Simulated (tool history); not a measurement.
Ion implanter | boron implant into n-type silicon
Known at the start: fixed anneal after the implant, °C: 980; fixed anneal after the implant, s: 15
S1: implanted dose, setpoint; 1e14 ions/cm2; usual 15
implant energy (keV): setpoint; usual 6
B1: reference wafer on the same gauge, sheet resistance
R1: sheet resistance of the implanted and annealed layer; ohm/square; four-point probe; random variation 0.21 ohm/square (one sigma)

Run 1, day 0: usual settings; B1 110.91. Result: R1 138.24 ohm/square.
Run 2, day 0.567: usual settings but S1 16.59 1e14 ions/cm2; B1 110.92. Result: R1 136.41 ohm/square.
Run 3, day 1.05: usual settings but S1 11.44 1e14 ions/cm2; B1 110.81. Result: R1 145.71 ohm/square.
Run 4, day 1.725: usual settings but S1 11.44 1e14 ions/cm2; B1 111.81. Result: R1 147.19 ohm/square.
Run 5, day 2.142: usual settings but implant energy (keV) 6.5; B1 111.66. Result: R1 133.32 ohm/square.
Run 6, day 2.529: usual settings; B1 111.59. Result: R1 138.6 ohm/square.
Run 7, day 3.196: usual settings; B1 111.55. Result: R1 138.95 ohm/square.
Run 8, day 3.938: usual settings; B1 111.49. Result: R1 138.58 ohm/square.
Run 9, day 4.262: usual settings; B1 111.47. Result: R1 138.48 ohm/square.
Run 10, day 4.788: usual settings; B1 111.44. Result: R1 138.67 ohm/square.
Run 11, day 6.188: usual settings but S1 16.71 1e14 ions/cm2, implant energy (keV) 7.5; B1 111.22. Result: R1 121.72 ohm/square.
Run 12, day 6.504: usual settings but S1 13.71 1e14 ions/cm2, implant energy (keV) 7; B1 111.2. Result: R1 130.46 ohm/square.
Run 13, day 7.112: usual settings but implant energy (keV) 4; B1 111.16. Result: R1 171.05 ohm/square.
Run 14, day 9.354: usual settings but S1 13.02 1e14 ions/cm2, implant energy (keV) 5; B1 110.89. Result: R1 154.85 ohm/square.
Run 15, day 10.058: usual settings but S1 11.64 1e14 ions/cm2, implant energy (keV) 5.5; B1 110.82. Result: R1 151.04 ohm/square.
Run 16, day 12.033: usual settings but S1 13.02 1e14 ions/cm2, implant energy (keV) 5; B1 111.72. Result: R1 155.34 ohm/square.
Run 17, day 13.588: usual settings but S1 18.06 1e14 ions/cm2, implant energy (keV) 4.5; B1 111.6. Result: R1 157.77 ohm/square.

Taken out of this log: 4 entries between the listed runs. Where each belongs, and how the hidden state differs across it:
Between runs 3 and 4: gauge calibrated (day 1.071)
  gauge reads high (%): -1.06 -> -0.25
  measured less the result without the state, R1: -1.55 -> -0.37 ohm/square
Between runs 9 and 10: Faraday cup replaced and dose calibrated (day 4.767)
  gauge reads high (%): -0.493 -> -0.544
  measured less the result without the state, R1: -0.69 -> -0.75 ohm/square
Between runs 10 and 11: extraction supply calibrated (day 5.154)
  gauge reads high (%): -0.544 -> -0.678
  measured less the result without the state, R1: -0.75 -> -0.84 ohm/square
Between runs 15 and 16: gauge calibrated (day 10.817)
  gauge reads high (%): -1.05 -> -0.253
  measured less the result without the state, R1: -1.6 -> -0.39 ohm/square
